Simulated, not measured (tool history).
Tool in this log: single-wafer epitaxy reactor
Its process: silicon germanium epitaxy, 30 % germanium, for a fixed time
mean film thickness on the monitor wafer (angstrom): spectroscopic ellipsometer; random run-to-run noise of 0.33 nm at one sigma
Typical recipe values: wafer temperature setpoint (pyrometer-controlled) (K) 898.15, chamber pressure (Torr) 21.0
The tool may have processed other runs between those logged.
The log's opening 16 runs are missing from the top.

| run | hour | wafer temperature setpoint (pyrometer-controlled) (K) | chamber pressure (Torr) | read-back reference wafer on the same gauge, thickness_nm | mean film thickness on the monitor wafer (angstrom) |
|---|---|---|---|---|---|
| 17 | 852.4 | 905.15 | 18.7 | 80.138 | 990.71 |
|  | 874.9 | capacitance manometer re-zeroed and calibrated |
| 18 | 883.3 | 909.15 | 16.2 | 80.153 | 945.77 |
| 19 | 947.0 | 910.15 | 16.0 | 80.060 | 956.67 |
| 20 | 983.4 | 898.15 | 21.0 | 80.215 | 923.52 |
|  | 991.5 | pyrometer calibrated |
| 21 | 1027.8 | 898.15 | 21.0 | 80.211 | 924.04 |
| 22 | 1065.9 | 898.15 | 21.0 | 80.137 | 933.20 |
|  | 1129.4 | showerhead replaced |
| 23 | 1131.7 | 903.15 | 23.6 | 80.145 | 1059.19 |
| 24 | 1194.3 | 893.15 | 21.0 | 80.187 | 858.48 |
| 25 | 1253.5 | 898.15 | 21.0 | 80.200 | 930.25 |
| 26 | 1281.4 | 909.15 | 16.3 | 80.199 | 964.42 |
| 27 | 1310.7 | 906.15 | 23.9 | 80.230 | 1125.07 |
| 28 | 1347.1 | 898.15 | 21.0 | 80.213 | 932.06 |
| 29 | 1400.1 | 906.15 | 18.2 | 80.186 | 977.22 |
| 30 | 1467.9 | 898.15 | 21.0 | 80.127 | 938.13 |
| 31 | 1502.6 | 893.15 | 24.7 | 80.098 | 943.55 |

Below are 5 alternative next runs, each starting from the tool's condition after run 31. Predict each:
| A | 1503.0 | 898.15 | 18.7 | ? | ? |
| B | 1503.0 | 906.15 | 17.9 | ? | ? |
| C | 1503.0 | 911.15 | 16.1 | ? | ? |
| D | 1503.0 | 913.15 | 21.0 | ? | ? |
| E | 1503.0 | 898.15 | 19.0 | ? | ? |

| run | read-back reference wafer on the same gauge, thickness_nm | mean film thickness on the monitor wafer (angstrom) |
|---|---|---|
| A | 80.189 | 888.02 |
| B | 80.189 | 979.16 |
| C | 80.189 | 996.51 |
| D | 80.189 | 1179.57 |
| E | 80.189 | 895.39 |
What these runs would have given with no unlogged condition in the tool:
| run | mean film thickness on the monitor wafer (angstrom) |
|---|---|
| A | 868.11 |
| B | 957.20 |
| C | 974.16 |
| D | 1153.12 |
| E | 875.31 |

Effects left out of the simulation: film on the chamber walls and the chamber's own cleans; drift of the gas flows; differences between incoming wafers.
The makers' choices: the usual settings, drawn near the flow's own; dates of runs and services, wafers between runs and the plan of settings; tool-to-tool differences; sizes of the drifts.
